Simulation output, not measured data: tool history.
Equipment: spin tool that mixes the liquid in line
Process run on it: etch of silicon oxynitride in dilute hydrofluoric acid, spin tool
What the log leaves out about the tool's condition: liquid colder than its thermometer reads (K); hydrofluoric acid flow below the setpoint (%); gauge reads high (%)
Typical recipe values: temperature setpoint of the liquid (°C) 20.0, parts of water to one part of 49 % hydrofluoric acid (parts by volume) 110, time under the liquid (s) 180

run,hour,temperature setpoint of the liquid (°C),parts of water to one part of 49 % hydrofluoric acid (parts by volume),time under the liquid (s),wafers since the last listed run,hours since the thermometer was replaced,hours since the hydrofluoric acid flow meter was replaced,hours since the gauge calibration,"read-back film thickness of the silicon oxynitride reference wafer, read on the same gauge (nm)",thickness taken off the silicon oxynitride on a monitor wafer (nm)
1,0.0,20.0,125,180,0,786.8,1647.3,281.8,120.901,3.858
2,18.9,20.0,110,180,156,805.7,1666.2,300.7,121.001,4.463
3,33.5,20.0,110,180,120,820.3,1680.8,315.3,121.069,4.426
4,66.8,20.0,110,180,275,853.6,1714.1,348.6,121.214,4.389
5,95.2,21.5,85,180,234,882.0,1742.5,377.0,121.355,6.295
6,126.8,21.5,85,180,261,913.6,1774.1,408.6,121.494,6.380
7,149.5,20.0,110,180,187,936.3,1796.8,431.3,121.621,4.448
8,170.9,20.0,110,180,177,957.7,1818.2,452.7,121.678,4.472
9,206.8,20.0,110,180,296,993.6,1854.1,488.6,121.869,4.442
10,223.4,20.0,110,180,137,1010.2,1870.7,505.2,121.952,4.453
# hour 226.5: gauge calibrated
11,247.2,20.0,65,180,196,1034.0,1894.5,20.7,120.306,7.670
12,270.8,20.0,110,255,195,1057.6,1918.1,44.3,120.424,6.252
13,287.6,20.0,110,180,138,1074.4,1934.9,61.1,120.468,4.401
14,311.6,17.0,125,180,198,1098.4,1958.9,85.1,120.578,3.291
15,342.5,23.0,110,150,255,1129.3,1989.8,116.0,120.737,4.249
16,365.5,20.0,155,235,190,1152.3,2012.8,139.0,120.849,3.984

Run 17, settings as shown, results not yet in. Your forecast:
17,389.7,20.0,110,180,200,1176.5,2037.0,163.2,?,?

Logged for run 17: read-back film thickness of the silicon oxynitride reference wafer, read on the same gauge (nm) 120.975, thickness taken off the silicon oxynitride on a monitor wafer (nm) 4.409.
With no hidden state in the tool, this same run would have given thickness taken off the silicon oxynitride on a monitor wafer (nm) 4.373.
